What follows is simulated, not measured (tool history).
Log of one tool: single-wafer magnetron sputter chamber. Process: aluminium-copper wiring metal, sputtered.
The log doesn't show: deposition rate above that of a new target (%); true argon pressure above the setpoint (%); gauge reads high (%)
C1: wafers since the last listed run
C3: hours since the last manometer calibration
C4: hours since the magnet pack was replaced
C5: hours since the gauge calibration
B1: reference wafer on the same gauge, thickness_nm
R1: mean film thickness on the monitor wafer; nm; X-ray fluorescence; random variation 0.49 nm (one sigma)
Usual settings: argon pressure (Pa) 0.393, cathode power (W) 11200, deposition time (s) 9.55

{"run": 1, "day": 0.0, "argon pressure (Pa)": 0.359, "cathode power (W)": 11200, "deposition time (s)": 8.65, "C1": 0, "wafers on the sputter target": 7921, "C3": 1859.2, "C4": 11108.8, "C5": 1808.5, "B1": 158.089, "R1": 177.503}
{"run": 2, "day": 2.812, "argon pressure (Pa)": 0.359, "cathode power (W)": 11200, "deposition time (s)": 8.65, "C1": 1555, "wafers on the sputter target": 9476, "C3": 1926.7, "C4": 11176.3, "C5": 1876, "B1": 158.021, "R1": 177.631}
{"day": 4.679, "done": "sputter target and shields replaced"}
{"run": 3, "day": 5.742, "argon pressure (Pa)": 0.393, "cathode power (W)": 11200, "deposition time (s)": 9.55, "C1": 1435, "wafers on the sputter target": 587, "C3": 1997, "C4": 11246.6, "C5": 1946.3, "B1": 158.021, "R1": 193.344}
{"run": 4, "day": 7.133, "argon pressure (Pa)": 0.393, "cathode power (W)": 11200, "deposition time (s)": 9.55, "C1": 769, "wafers on the sputter target": 1357, "C3": 2030.4, "C4": 11280, "C5": 1979.7, "B1": 158.053, "R1": 193.209}
{"run": 5, "day": 8.258, "argon pressure (Pa)": 0.393, "cathode power (W)": 11200, "deposition time (s)": 9.55, "C1": 622, "wafers on the sputter target": 1979, "C3": 2057.4, "C4": 11307, "C5": 2006.7, "B1": 158.039, "R1": 193.334}
{"run": 6, "day": 10.875, "argon pressure (Pa)": 0.393, "cathode power (W)": 11200, "deposition time (s)": 9.55, "C1": 1446, "wafers on the sputter target": 3426, "C3": 2120.2, "C4": 11369.8, "C5": 2069.5, "B1": 158.079, "R1": 193.715}
{"run": 7, "day": 11.879, "argon pressure (Pa)": 0.393, "cathode power (W)": 11200, "deposition time (s)": 9.55, "C1": 555, "wafers on the sputter target": 3981, "C3": 2144.3, "C4": 11393.9, "C5": 2093.6, "B1": 158.053, "R1": 193.2}
{"run": 8, "day": 13.15, "argon pressure (Pa)": 0.393, "cathode power (W)": 11200, "deposition time (s)": 9.55, "C1": 702, "wafers on the sputter target": 4684, "C3": 2174.8, "C4": 11424.4, "C5": 2124.1, "B1": 158.056, "R1": 192.992}
{"run": 9, "day": 14.246, "argon pressure (Pa)": 0.393, "cathode power (W)": 11200, "deposition time (s)": 9.55, "C1": 605, "wafers on the sputter target": 5290, "C3": 2201.1, "C4": 11450.7, "C5": 2150.4, "B1": 157.996, "R1": 193.44}
{"run": 10, "day": 17.042, "argon pressure (Pa)": 0.393, "cathode power (W)": 10200, "deposition time (s)": 9.55, "C1": 1545, "wafers on the sputter target": 6836, "C3": 2268.2, "C4": 11517.8, "C5": 2217.5, "B1": 158.016, "R1": 179.455}
{"run": 11, "day": 19.421, "argon pressure (Pa)": 0.393, "cathode power (W)": 10200, "deposition time (s)": 9.55, "C1": 1315, "wafers on the sputter target": 8151, "C3": 2325.3, "C4": 11574.9, "C5": 2274.6, "B1": 158.095, "R1": 179.795}
{"run": 12, "day": 22.225, "argon pressure (Pa)": 0.393, "cathode power (W)": 11200, "deposition time (s)": 9.55, "C1": 1550, "wafers on the sputter target": 9702, "C3": 2392.6, "C4": 11642.2, "C5": 2341.9, "B1": 158.001, "R1": 192.888}
{"day": 23.525, "done": "sputter target and shields replaced"}
{"run": 13, "day": 23.588, "argon pressure (Pa)": 0.296, "cathode power (W)": 10400, "deposition time (s)": 9.55, "C1": 569, "wafers on the sputter target": 33, "C3": 2425.3, "C4": 11674.9, "C5": 2374.6, "B1": 157.956, "R1": 187.178}
{"day": 25.879, "done": "magnet pack replaced"}
{"run": 14, "day": 31.012, "argon pressure (Pa)": 0.393, "cathode power (W)": 11200, "deposition time (s)": 9.55, "C1": 3921, "wafers on the sputter target": 3954, "C3": 2603.5, "C4": 123.2, "C5": 2552.8, "B1": 157.958, "R1": 192.969}
{"run": 15, "day": 32.996, "argon pressure (Pa)": 0.265, "cathode power (W)": 11200, "deposition time (s)": 9.55, "C1": 1096, "wafers on the sputter target": 5051, "C3": 2651.1, "C4": 170.8, "C5": 2600.4, "B1": 158.042, "R1": 199.412}
{"day": 33.45, "done": "gauge calibrated"}
{"run": 16, "day": 34.283, "argon pressure (Pa)": 0.302, "cathode power (W)": 11200, "deposition time (s)": 9.55, "C1": 711, "wafers on the sputter target": 5763, "C3": 2682, "C4": 201.7, "C5": 20, "B1": 157.948, "R1": 196.616}
{"run": 17, "day": 36.767, "argon pressure (Pa)": 0.393, "cathode power (W)": 11200, "deposition time (s)": 9.55, "C1": 1373, "wafers on the sputter target": 7136, "C3": 2741.6, "C4": 261.3, "C5": 79.6, "B1": 158.043, "R1": 193.552}
{"run": 18, "day": 38.296, "argon pressure (Pa)": 0.393, "cathode power (W)": 11200, "deposition time (s)": 9.55, "C1": 845, "wafers on the sputter target": 7982, "C3": 2778.3, "C4": 298, "C5": 116.3, "B1": 157.97, "R1": 192.399}
{"run": 19, "day": 40.358, "argon pressure (Pa)": 0.393, "cathode power (W)": 11200, "deposition time (s)": 9.55, "C1": 1140, "wafers on the sputter target": 9122, "C3": 2827.8, "C4": 347.5, "C5": 165.8, "B1": 157.859, "R1": 193.391}
{"day": 42.104, "done": "sputter target and shields replaced"}
{"run": 20, "day": 42.125, "argon pressure (Pa)": 0.312, "cathode power (W)": 9450, "deposition time (s)": 11.1, "C1": 792, "wafers on the sputter target": 12, "C3": 2870.2, "C4": 389.9, "C5": 208.2, "B1": 158.117, "R1": 201.231}
{"run": 21, "day": 43.354, "argon pressure (Pa)": 0.393, "cathode power (W)": 11200, "deposition time (s)": 9.55, "C1": 679, "wafers on the sputter target": 691, "C3": 2899.7, "C4": 419.4, "C5": 237.7, "B1": 157.897, "R1": 193.393}
{"run": 22, "day": 44.908, "argon pressure (Pa)": 0.476, "cathode power (W)": 9050, "deposition time (s)": 8.41, "C1": 859, "wafers on the sputter target": 1551, "C3": 2937, "C4": 456.7, "C5": 275, "B1": 158.026, "R1": 140.151}
{"run": 23, "day": 47.646, "argon pressure (Pa)": 0.327, "cathode power (W)": 8600, "deposition time (s)": 10.38, "C1": 1513, "wafers on the sputter target": 3064, "C3": 3002.7, "C4": 522.4, "C5": 340.7, "B1": 157.979, "R1": 173.79}
{"day": 48.95, "done": "capacitance manometer re-zeroed and calibrated"}
{"run": 24, "day": 49.929, "argon pressure (Pa)": 0.444, "cathode power (W)": 9350, "deposition time (s)": 9.55, "C1": 1078, "wafers on the sputter target": 4143, "C3": 23.5, "C4": 577.2, "C5": 395.5, "B1": 157.996, "R1": 167.049}
{"run": 25, "day": 52.9, "argon pressure (Pa)": 0.451, "cathode power (W)": 8450, "deposition time (s)": 8.78, "C1": 1642, "wafers on the sputter target": 5785, "C3": 94.8, "C4": 648.5, "C5": 466.8, "B1": 157.979, "R1": 142.526}
{"run": 26, "day": 54.829, "argon pressure (Pa)": 0.264, "cathode power (W)": 11200, "deposition time (s)": 9.55, "C1": 1066, "wafers on the sputter target": 6852, "C3": 141.1, "C4": 694.8, "C5": 513.1, "B1": 158.009, "R1": 201.902}
{"run": 27, "day": 56.362, "argon pressure (Pa)": 0.461, "cathode power (W)": 13550, "deposition time (s)": 9.55, "C1": 847, "wafers on the sputter target": 7700, "C3": 177.9, "C4": 731.6, "C5": 549.9, "B1": 157.984, "R1": 223.755}
{"run": 28, "day": 57.962, "argon pressure (Pa)": 0.393, "cathode power (W)": 11200, "deposition time (s)": 9.55, "C1": 884, "wafers on the sputter target": 8585, "C3": 216.3, "C4": 770, "C5": 588.3, "B1": 158.042, "R1": 194.603}
{"run": 29, "day": 60.317, "argon pressure (Pa)": 0.237, "cathode power (W)": 13250, "deposition time (s)": 10.71, "C1": 1301, "wafers on the sputter target": 9886, "C3": 272.8, "C4": 826.5, "C5": 644.8, "B1": 158.062, "R1": 260.831}
{"day": 62.375, "done": "sputter target and shields replaced"}
{"run": 30, "day": 63.117, "argon pressure (Pa)": 0.268, "cathode power (W)": 9450, "deposition time (s)": 9.55, "C1": 1363, "wafers on the sputter target": 411, "C3": 340, "C4": 893.7, "C5": 712, "B1": 157.984, "R1": 176.428}
{"run": 31, "day": 64.446, "argon pressure (Pa)": 0.393, "cathode power (W)": 13000, "deposition time (s)": 10.16, "C1": 734, "wafers on the sputter target": 1146, "C3": 371.9, "C4": 925.6, "C5": 743.9, "B1": 157.961, "R1": 232.985}
{"run": 32, "day": 67.046, "argon pressure (Pa)": 0.393, "cathode power (W)": 11200, "deposition time (s)": 9.55, "C1": 1437, "wafers on the sputter target": 2583, "C3": 434.3, "C4": 988, "C5": 806.3, "B1": 157.906, "R1": 195.466}
{"run": 33, "day": 69.646, "argon pressure (Pa)": 0.393, "cathode power (W)": 11200, "deposition time (s)": 9.55, "C1": 1437, "wafers on the sputter target": 4021, "C3": 496.7, "C4": 1050.4, "C5": 868.7, "B1": 157.978, "R1": 195.012}

What the log doesn't show, run by run:
deposition rate above that of a new target (%): 0 in every run
gauge reads high (%): 0 in every run
H1: true argon pressure above the setpoint (%)
run=1 H1=8.3
run=2 H1=8.67
run=3 H1=9.05
run=4 H1=9.23
run=5 H1=9.38
run=6 H1=9.72
run=7 H1=9.86
run=8 H1=10
run=9 H1=10.2
run=10 H1=10.5
run=11 H1=10.8
run=12 H1=11.2
run=13 H1=11.4
run=14 H1=12.4
run=15 H1=12.6
run=16 H1=12.8
run=17 H1=13.1
run=18 H1=13.3
run=19 H1=13.6
run=20 H1=13.8
run=21 H1=14
run=22 H1=14.2
run=23 H1=14.5
run=24 H1=-0.192
run=25 H1=0.197
run=26 H1=0.449
run=27 H1=0.65
run=28 H1=0.859
run=29 H1=1.17
run=30 H1=1.53
run=31 H1=1.71
run=32 H1=2.05
run=33 H1=2.39
